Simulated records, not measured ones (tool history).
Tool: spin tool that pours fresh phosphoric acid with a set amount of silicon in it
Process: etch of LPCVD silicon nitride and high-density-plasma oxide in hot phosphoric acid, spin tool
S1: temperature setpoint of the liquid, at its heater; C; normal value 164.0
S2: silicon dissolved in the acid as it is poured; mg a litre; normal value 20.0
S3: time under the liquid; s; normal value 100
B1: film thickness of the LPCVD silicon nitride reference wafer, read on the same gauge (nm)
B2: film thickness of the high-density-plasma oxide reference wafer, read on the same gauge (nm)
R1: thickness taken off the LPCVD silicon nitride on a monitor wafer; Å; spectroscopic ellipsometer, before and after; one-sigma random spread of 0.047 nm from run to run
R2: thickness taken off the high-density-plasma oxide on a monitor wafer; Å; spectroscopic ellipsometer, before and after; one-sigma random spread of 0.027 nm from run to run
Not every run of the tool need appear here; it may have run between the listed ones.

run,hour,S1,S2,S3,B1,B2,R1,R2
1,0.0,164.0,20.0,100,99.80,29.938,105.9,4.43
2,55.7,164.0,20.0,100,99.75,29.912,104.6,3.99
3,138.4,164.0,23.5,55,99.68,29.917,57.8,2.03
4,208.7,163.0,28.0,150,99.62,29.858,154.2,4.32
5,273.4,164.0,20.0,100,99.53,29.877,105.6,4.24
6,353.9,161.0,33.0,100,99.42,29.840,95.7,1.85
7,410.9,165.0,11.0,40,99.33,29.795,43.7,1.93
8,455.3,162.5,20.0,100,99.26,29.777,100.3,4.04
# hour 465.2: thermometer replaced
9,530.4,162.0,14.5,60,99.12,29.721,59.2,2.33
10,618.1,164.0,20.0,100,98.95,29.688,105.1,4.25
# hour 656.6: dissolved silicon flow meter replaced
11,717.1,162.5,8.5,75,98.75,29.633,74.0,3.87
12,805.2,165.0,5.0,40,98.52,29.550,42.9,2.51
# hour 854.2: gauge calibrated
13,892.0,165.0,5.0,40,100.06,30.021,43.7,2.42
14,948.6,165.5,29.0,100,100.07,30.021,111.2,3.56
15,1036.2,164.0,20.0,100,100.04,30.004,106.0,4.10
16,1098.7,164.0,35.0,45,100.01,30.012,47.6,1.21
17,1182.7,164.0,20.0,65,99.93,29.978,68.5,2.92
18,1284.3,164.0,28.0,145,99.83,29.938,152.9,4.47
19,1400.5,163.0,26.0,65,99.69,29.927,66.5,2.08
20,1437.9,164.0,20.0,100,99.64,29.901,105.6,3.57

Here are 5 independent what-if runs from the current tool condition. What would each one return?
A,1438.3,164.0,11.5,100,?,?,?,?
B,1438.3,164.0,20.0,130,?,?,?,?
C,1438.3,161.5,20.0,70,?,?,?,?
D,1438.3,165.5,20.0,100,?,?,?,?
E,1438.3,165.5,24.5,100,?,?,?,?

run,B1,B2,R1,R2
A,99.65,29.886,104.6,4.64
B,99.65,29.886,136.0,4.86
C,99.65,29.886,67.4,2.18
D,99.65,29.886,109.9,4.17
E,99.65,29.886,109.9,3.63
What these runs would have given with no unlogged condition in the tool:
run,R1,R2
A,105.0,4.66
B,136.5,4.87
C,67.6,2.19
D,110.3,4.18
E,110.3,3.64
